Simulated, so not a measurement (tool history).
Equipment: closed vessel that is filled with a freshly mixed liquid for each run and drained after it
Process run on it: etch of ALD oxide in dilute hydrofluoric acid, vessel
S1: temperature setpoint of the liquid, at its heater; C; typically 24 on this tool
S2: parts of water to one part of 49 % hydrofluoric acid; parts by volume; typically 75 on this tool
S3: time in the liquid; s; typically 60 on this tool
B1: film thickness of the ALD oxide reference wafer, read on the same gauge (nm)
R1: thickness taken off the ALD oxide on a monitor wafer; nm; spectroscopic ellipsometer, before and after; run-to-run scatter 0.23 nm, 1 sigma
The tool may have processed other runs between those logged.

run,hour,S1,S2,S3,B1,R1
1,0,24,75,60,100.01,27.24
2,31.4,24,75,60,99.95,27.13
3,60.8,24,75,60,100.02,27.59
4,85.2,24,75,60,99.99,27.62
5,97.5,24,75,60,99.96,27.51
6,130,20.5,75,60,99.98,23.81
7,143.2,20.5,75,60,100.01,23.36
8,174.9,24,75,60,99.99,28.26
# hour 189.1: thermometer replaced
9,196,24,75,35,100,16.06
10,225.2,24,75,35,99.99,15.85
11,259,20,40,45,100.03,34.17
12,289.4,24,75,60,99.98,27.35
13,317.8,24,110,60,100,18.12
14,337.3,24,75,60,100,27.6
# hour 353.8: gauge calibrated
# hour 383.2: hydrofluoric acid flow meter replaced
15,396.9,20.5,75,60,99.97,21.49
16,431.7,22.5,60,60,100.01,29.59
17,464.1,24,75,50,100,21.13
18,523.5,24,65,75,100.01,36.96

Run 19 has not been measured yet. What should we expect?
19,553.2,24,60,50,?,?

B1: 100
R1: 26.49 nm
The same run, on a tool lacking any hidden state, would have yielded R1 25.39 nm.
